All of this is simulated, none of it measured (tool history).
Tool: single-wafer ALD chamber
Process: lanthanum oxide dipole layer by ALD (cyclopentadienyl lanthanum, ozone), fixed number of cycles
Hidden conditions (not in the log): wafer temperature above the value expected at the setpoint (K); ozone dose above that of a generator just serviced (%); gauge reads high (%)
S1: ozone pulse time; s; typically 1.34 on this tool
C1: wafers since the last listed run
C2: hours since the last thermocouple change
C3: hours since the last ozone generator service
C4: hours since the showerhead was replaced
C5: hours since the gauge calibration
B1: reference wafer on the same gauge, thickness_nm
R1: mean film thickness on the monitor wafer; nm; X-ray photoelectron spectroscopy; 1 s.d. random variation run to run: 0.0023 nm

{"run": 1, "hour": 0.0, "S1": 1.62, "C1": 0, "C2": 926.8, "C3": 64.5, "C4": 3577.8, "C5": 22, "B1": 0.495, "R1": 0.503}
{"run": 2, "hour": 63.9, "S1": 1.72, "C1": 1040, "C2": 990.7, "C3": 128.4, "C4": 3641.7, "C5": 85.9, "B1": 0.495, "R1": 0.508}
{"run": 3, "hour": 106.6, "S1": 0.96, "C1": 695, "C2": 1033.4, "C3": 171.1, "C4": 3684.4, "C5": 128.6, "B1": 0.496, "R1": 0.45}
{"run": 4, "hour": 169.6, "S1": 0.96, "C1": 1025, "C2": 1096.4, "C3": 234.1, "C4": 3747.4, "C5": 191.6, "B1": 0.496, "R1": 0.442}
{"run": 5, "hour": 206.3, "S1": 0.96, "C1": 597, "C2": 1133.1, "C3": 270.8, "C4": 3784.1, "C5": 228.3, "B1": 0.495, "R1": 0.443}
{"run": 6, "hour": 276.8, "S1": 1.73, "C1": 1147, "C2": 1203.6, "C3": 341.3, "C4": 3854.6, "C5": 298.8, "B1": 0.497, "R1": 0.509}
{"run": 7, "hour": 342.8, "S1": 1.73, "C1": 1074, "C2": 1269.6, "C3": 407.3, "C4": 3920.6, "C5": 364.8, "B1": 0.497, "R1": 0.509}
{"run": 8, "hour": 376.5, "S1": 1.34, "C1": 548, "C2": 1303.3, "C3": 441, "C4": 3954.3, "C5": 398.5, "B1": 0.496, "R1": 0.483}
{"run": 9, "hour": 432.1, "S1": 1.34, "C1": 905, "C2": 1358.9, "C3": 496.6, "C4": 4009.9, "C5": 454.1, "B1": 0.496, "R1": 0.481}
{"run": 10, "hour": 481.5, "S1": 1.34, "C1": 804, "C2": 1408.3, "C3": 546, "C4": 4059.3, "C5": 503.5, "B1": 0.496, "R1": 0.481}
{"run": 11, "hour": 506.5, "S1": 1.08, "C1": 407, "C2": 1433.3, "C3": 571, "C4": 4084.3, "C5": 528.5, "B1": 0.496, "R1": 0.451}
{"hour": 541.4, "done": "ozone generator serviced"}
{"run": 12, "hour": 557.2, "S1": 1.56, "C1": 695, "C2": 1484, "C3": 15.8, "C4": 4135, "C5": 579.2, "B1": 0.495, "R1": 0.508}
{"run": 13, "hour": 627.9, "S1": 0.96, "C1": 1151, "C2": 1554.7, "C3": 86.5, "C4": 4205.7, "C5": 649.9, "B1": 0.495, "R1": 0.449}
{"run": 14, "hour": 668.3, "S1": 1.82, "C1": 657, "C2": 1595.1, "C3": 126.9, "C4": 4246.1, "C5": 690.3, "B1": 0.497, "R1": 0.516}
{"run": 15, "hour": 698.5, "S1": 1.02, "C1": 491, "C2": 1625.3, "C3": 157.1, "C4": 4276.3, "C5": 720.5, "B1": 0.496, "R1": 0.461}
{"run": 16, "hour": 729.9, "S1": 1.2, "C1": 511, "C2": 1656.7, "C3": 188.5, "C4": 4307.7, "C5": 751.9, "B1": 0.497, "R1": 0.474}
{"hour": 745.5, "done": "thermocouple changed; heater temperature recalibrated"}
{"run": 17, "hour": 762.9, "S1": 1.7, "C1": 407, "C2": 17.4, "C3": 221.5, "C4": 4340.7, "C5": 784.9, "B1": 0.497, "R1": 0.513}
{"hour": 818.9, "done": "gauge calibrated"}
{"run": 18, "hour": 822.7, "S1": 0.84, "C1": 973, "C2": 77.2, "C3": 281.3, "C4": 4400.5, "C5": 3.8, "B1": 0.496, "R1": 0.416}
{"hour": 832.3, "done": "showerhead replaced"}
{"run": 19, "hour": 937.0, "S1": 1.5, "C1": 1730, "C2": 191.5, "C3": 395.6, "C4": 104.7, "C5": 118.1, "B1": 0.496, "R1": 0.5}
{"run": 20, "hour": 972.5, "S1": 1.05, "C1": 578, "C2": 227, "C3": 431.1, "C4": 140.2, "C5": 153.6, "B1": 0.496, "R1": 0.451}
{"run": 21, "hour": 1061.4, "S1": 1.34, "C1": 1447, "C2": 315.9, "C3": 520, "C4": 229.1, "C5": 242.5, "B1": 0.496, "R1": 0.482}

5 ways to go on from here, each from the tool as it stands after run 21. What would each give?
{"run": "A", "hour": 1061.8, "S1": 1.52, "C1": 6, "C2": 316.3, "C3": 520.4, "C4": 229.5, "C5": 242.9, "B1": "?", "R1": "?"}
{"run": "B", "hour": 1061.8, "S1": 1.71, "C1": 6, "C2": 316.3, "C3": 520.4, "C4": 229.5, "C5": 242.9, "B1": "?", "R1": "?"}
{"run": "C", "hour": 1061.8, "S1": 0.87, "C1": 6, "C2": 316.3, "C3": 520.4, "C4": 229.5, "C5": 242.9, "B1": "?", "R1": "?"}
{"run": "D", "hour": 1061.8, "S1": 0.86, "C1": 6, "C2": 316.3, "C3": 520.4, "C4": 229.5, "C5": 242.9, "B1": "?", "R1": "?"}
{"run": "E", "hour": 1061.8, "S1": 1.17, "C1": 6, "C2": 316.3, "C3": 520.4, "C4": 229.5, "C5": 242.9, "B1": "?", "R1": "?"}

run=A B1=0.497 R1=0.494
run=B B1=0.497 R1=0.504
run=C B1=0.497 R1=0.416
run=D B1=0.497 R1=0.414
run=E B1=0.497 R1=0.463
With the hidden condition removed and each run's random variation left untouched, the same runs would have given:
run=A R1=0.503
run=B R1=0.511
run=C R1=0.435
run=D R1=0.433
run=E R1=0.478
